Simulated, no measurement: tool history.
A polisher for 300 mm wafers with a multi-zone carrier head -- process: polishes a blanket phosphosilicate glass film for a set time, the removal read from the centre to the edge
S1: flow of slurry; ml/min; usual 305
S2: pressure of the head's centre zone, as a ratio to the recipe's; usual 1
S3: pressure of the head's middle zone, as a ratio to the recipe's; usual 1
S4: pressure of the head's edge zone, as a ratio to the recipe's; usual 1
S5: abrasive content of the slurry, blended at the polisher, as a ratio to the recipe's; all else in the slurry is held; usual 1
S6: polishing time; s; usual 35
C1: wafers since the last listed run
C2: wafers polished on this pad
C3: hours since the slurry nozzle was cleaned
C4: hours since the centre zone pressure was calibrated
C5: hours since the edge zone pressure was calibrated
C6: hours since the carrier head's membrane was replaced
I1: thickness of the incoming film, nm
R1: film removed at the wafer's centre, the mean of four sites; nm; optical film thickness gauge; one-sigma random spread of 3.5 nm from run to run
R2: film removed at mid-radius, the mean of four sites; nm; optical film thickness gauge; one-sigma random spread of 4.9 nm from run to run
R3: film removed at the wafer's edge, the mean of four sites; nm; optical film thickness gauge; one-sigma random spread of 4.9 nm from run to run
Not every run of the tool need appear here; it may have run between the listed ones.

Run 1, hour 0: usual settings; C1 0; C2 448; C3 672.8; C4 1581.9; C5 594.3; C6 700.9; I1 4700.9. Result: R1 433.3 nm, R2 407.9 nm, R3 415.7 nm.
Run 2, hour 6.5: usual settings; C1 78; C2 526; C3 679.3; C4 1588.4; C5 600.8; C6 707.4; I1 4699.1. Result: R1 430 nm, R2 400.6 nm, R3 415.7 nm.
Run 3, hour 16.6: usual settings; C1 121; C2 648; C3 689.4; C4 1598.5; C5 610.9; C6 717.5; I1 4792.3. Result: R1 431.9 nm, R2 403.1 nm, R3 416.9 nm.
Run 4, hour 28.4: usual settings; C1 142; C2 790; C3 701.2; C4 1610.3; C5 622.7; C6 729.3; I1 4839.7. Result: R1 434.2 nm, R2 405.8 nm, R3 405.9 nm.
At hour 33.8: worn pad replaced by a new one.
Run 5, hour 41.7: usual settings; C1 111; C2 95; C3 714.5; C4 1623.6; C5 636; C6 742.6; I1 4816.7. Result: R1 431.8 nm, R2 408 nm, R3 404.8 nm.
At hour 55.6: centre zone pressure recalibrated.
At hour 59: slurry nozzle cleaned.
Run 6, hour 89.8: usual settings; C1 542; C2 637; C3 30.8; C4 34.2; C5 684.1; C6 790.7; I1 4694.6. Result: R1 471.1 nm, R2 415.2 nm, R3 408.6 nm.
At hour 105: worn pad replaced by a new one.
Run 7, hour 107.1: usual settings; C1 160; C2 25; C3 48.1; C4 51.5; C5 701.4; C6 808; I1 4837.4. Result: R1 469.3 nm, R2 395.2 nm, R3 403.9 nm.
Run 8, hour 123.3: usual settings but S2 1.1, S3 1.04, S5 1.2, S6 23 s; C1 195; C2 220; C3 64.3; C4 67.7; C5 717.6; C6 824.2; I1 4820.5. Result: R1 359.6 nm, R2 291.9 nm, R3 287.2 nm.
At hour 127.1: centre zone pressure recalibrated, repeated, since the last time left the tool worse.
Run 9, hour 141.2: usual settings; C1 191; C2 411; C3 82.2; C4 14.1; C5 735.5; C6 842.1; I1 4791.8. Result: R1 402.7 nm, R2 406.4 nm, R3 404.5 nm.
Run 10, hour 154.4: usual settings but S1 250 ml/min, S2 1.1, S3 1.08, S5 1.15; C1 158; C2 570; C3 95.4; C4 27.3; C5 748.7; C6 855.3; I1 4753.4. Result: R1 459 nm, R2 439.1 nm, R3 419.6 nm.
Run 11, hour 167: usual settings but S4 1.09, S6 26 s; C1 151; C2 722; C3 108; C4 39.9; C5 761.3; C6 867.9; I1 4766.7. Result: R1 302.6 nm, R2 300.6 nm, R3 314 nm.
Run 12, hour 183.7: usual settings; C1 201; C2 923; C3 124.7; C4 56.6; C5 778; C6 884.6; I1 4797. Result: R1 406.8 nm, R2 399.2 nm, R3 416.2 nm.
At hour 197: worn pad replaced by a new one.
At hour 207.7: carrier head's membrane replaced by a new one.
At hour 225: edge zone pressure recalibrated.
Run 13, hour 226: usual settings but S2 0.93, S6 43 s; C1 376; C2 264; C3 167; C4 98.9; C5 1; C6 18.3; I1 4747.8. Result: R1 459 nm, R2 490.5 nm, R3 497.6 nm.
Run 14, hour 233.3: usual settings but S1 395 ml/min, S2 1.09, S6 26 s; C1 87; C2 352; C3 174.3; C4 106.2; C5 8.3; C6 25.6; I1 4884.2. Result: R1 332.1 nm, R2 307.6 nm, R3 315.1 nm.
Run 15, hour 245.8: usual settings; C1 150; C2 502; C3 186.8; C4 118.7; C5 20.8; C6 38.1; I1 4870.7. Result: R1 402.1 nm, R2 401.9 nm, R3 412.9 nm.
Run 16, hour 254.1: usual settings; C1 99; C2 602; C3 195.1; C4 127; C5 29.1; C6 46.4; I1 4767.9. Result: R1 404.2 nm, R2 402.5 nm, R3 409.3 nm.
Run 17, hour 263.6: usual settings but S2 1.07; C1 114; C2 716; C3 204.6; C4 136.5; C5 38.6; C6 55.9; I1 4863.9. Result: R1 425.8 nm, R2 404.3 nm, R3 410.9 nm.
At hour 269.1: worn pad replaced by a new one.
Run 18, hour 275.2: usual settings; C1 91; C2 73; C3 216.2; C4 148.1; C5 50.2; C6 67.5; I1 4826.8. Result: R1 404.2 nm, R2 407.6 nm, R3 412.9 nm.
Run 19, hour 288.3: usual settings but S4 1.11, S6 28 s; C1 157; C2 231; C3 229.3; C4 161.2; C5 63.3; C6 80.6; I1 4817.1. Result: R1 325.4 nm, R2 325.5 nm, R3 336.5 nm.
Run 20, hour 302.5: usual settings; C1 170; C2 402; C3 243.5; C4 175.4; C5 77.5; C6 94.8; I1 4765.5. Result: R1 410.3 nm, R2 405.1 nm, R3 406.8 nm.
Run 21, hour 316.9: usual settings but S2 0.97, S4 0.93; C1 173; C2 575; C3 257.9; C4 189.8; C5 91.9; C6 109.2; I1 4832.8. Result: R1 388.6 nm, R2 407.8 nm, R3 403.4 nm.
Run 22, hour 324.2: usual settings but S3 1.1; C1 87; C2 663; C3 265.2; C4 197.1; C5 99.2; C6 116.5; I1 4794.6. Result: R1 405.3 nm, R2 436.3 nm, R3 418.5 nm.

Consider 3 possible next runs. They are alternatives, not a sequence: every one starts from the tool as it was left by run 22. What does each give?
Run A, hour 324.6: usual settings; C1 4; C2 668; C3 265.6; C4 197.5; C5 99.6; C6 116.9; I1 4739.4. Result: R1 ?, R2 ?, R3 ?.
Run B, hour 324.6: usual settings but S1 215 ml/min, S4 1.06, S6 24 s; C1 4; C2 668; C3 265.6; C4 197.5; C5 99.6; C6 116.9; I1 4739.4. Result: R1 ?, R2 ?, R3 ?.
Run C, hour 324.6: usual settings but S2 0.96; C1 4; C2 668; C3 265.6; C4 197.5; C5 99.6; C6 116.9; I1 4739.4. Result: R1 ?, R2 ?, R3 ?.

run     R1     R2     R3
  A  402.6  408.1  414.9
  B  263.8  268.6  280.1
  C  386.4  408.2  414.9
Take away the tool's hidden state, keep each run's random variation, and the runs would have read:
run     R1     R2     R3
  A  402.4  408.1  414.9
  B  263.6  268.6  280.1
  C  386.2  408.2  414.9

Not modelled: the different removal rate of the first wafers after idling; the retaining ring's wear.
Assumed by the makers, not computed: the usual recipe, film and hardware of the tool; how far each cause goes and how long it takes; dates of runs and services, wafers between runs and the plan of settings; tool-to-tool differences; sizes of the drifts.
